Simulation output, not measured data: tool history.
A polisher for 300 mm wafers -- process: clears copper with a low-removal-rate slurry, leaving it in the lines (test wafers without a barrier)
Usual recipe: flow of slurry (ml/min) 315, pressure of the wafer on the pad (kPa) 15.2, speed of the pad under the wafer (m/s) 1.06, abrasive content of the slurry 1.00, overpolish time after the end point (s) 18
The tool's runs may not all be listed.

run   hour  flow of slurry (ml/min)  pressure of the wafer on the pad (kPa)  speed of the pad under the wafer (m/s)  abrasive content of the slurry  overpolish time after the end point (s)  incoming thickness of the incoming film, nm  time until the end point was called (s)  dishing of a wide line in a test structure (Å)
  1    0.0                      315                                    15.2                                    1.06                            1.15                                       18                                        347.8                                    121.3                                             400
      10.0  -- worn pad replaced by a new one
  2   12.1                      315                                    15.2                                    0.82                            1.20                                       18                                        344.8                                    144.8                                             333
      15.1  -- slurry blender recalibrated
  3   23.5                      375                                    15.2                                    1.06                            1.00                                       25                                        346.1                                    117.5                                             546
  4   36.9                      375                                    15.2                                    1.06                            1.00                                       25                                        340.8                                    112.6                                             553
  5   46.0                      315                                    15.2                                    1.06                            1.00                                       18                                        346.5                                    116.0                                             407
  6   56.1                      315                                    15.2                                    1.06                            1.00                                       18                                        345.2                                    115.2                                             410
  7   62.8                      315                                    15.2                                    1.06                            1.00                                       18                                        348.2                                    115.8                                             401
      66.9  -- worn pad replaced by a new one
      67.1  -- head pressure recalibrated
  8   71.8                      315                                    15.2                                    1.06                            1.00                                       18                                        344.6                                    127.7                                             368
      73.6  -- slurry nozzle cleaned
  9   85.9                      315                                    15.2                                    1.06                            1.00                                       18                                        350.4                                    132.7                                             359
 10   94.4                      315                                    15.2                                    1.06                            1.00                                       18                                        343.4                                    130.8                                             369
 11  104.8                      410                                    15.2                                    1.18                            1.30                                       18                                        347.2                                    116.2                                             413
 12  115.6                      315                                    13.8                                    1.06                            1.00                                       18                                        347.1                                    148.2                                             327
     126.3  -- worn pad replaced by a new one
 13  127.5                      245                                    17.2                                    1.06                            1.20                                       28                                        347.2                                    119.9                                             590
     132.9  -- slurry blender recalibrated
 14  140.8                      315                                    15.2                                    1.06                            1.00                                       12                                        343.1                                    127.1                                             254
 15  150.0                      315                                    15.2                                    1.06                            1.00                                       18                                        340.1                                    128.4                                             372
 16  158.6                      315                                    15.2                                    0.84                            1.00                                       18                                        346.6                                    154.7                                             318
 17  175.3                      315                                    13.1                                    0.90                            1.25                                       21                                        338.4                                    160.2                                             336
     185.2  -- worn pad replaced by a new one
 18  192.6                      315                                    15.2                                    1.06                            1.00                                       18                                        344.1                                    131.1                                             372
 19  200.1                      345                                    15.2                                    1.06                            1.10                                       18                                        346.2                                    127.5                                             376
 20  216.0                      375                                    15.2                                    1.06                            1.00                                       25                                        344.7                                    130.0                                             489

Here are 5 independent what-if runs from the current tool condition. What would each one return?
  A  216.5                      315                                    15.2                                    0.82                            1.00                                       18                                        350.9                                        ?                                               ?
  B  216.5                      350                                    15.2                                    1.06                            1.20                                       18                                        350.9                                        ?                                               ?
  C  216.5                      235                                    15.2                                    1.32                            1.00                                       18                                        350.9                                        ?                                               ?
  D  216.5                      315                                    11.0                                    1.06                            1.00                                       18                                        350.9                                        ?                                               ?
  E  216.5                      400                                    15.2                                    1.06                            0.90                                       27                                        350.9                                        ?                                               ?

run  time until the end point was called (s)  dishing of a wide line in a test structure (Å)
  A                                    162.1                                             306
  B                                    128.6                                             376
  C                                    115.1                                             414
  D                                    182.9                                             270
  E                                    132.2                                             519
Take away the tool's hidden state, keep each run's random variation, and the runs would have read:
run  time until the end point was called (s)  dishing of a wide line in a test structure (Å)
  A                                    161.0                                             308
  B                                    127.6                                             378
  C                                    114.3                                             416
  D                                    181.6                                             272
  E                                    131.2                                             521
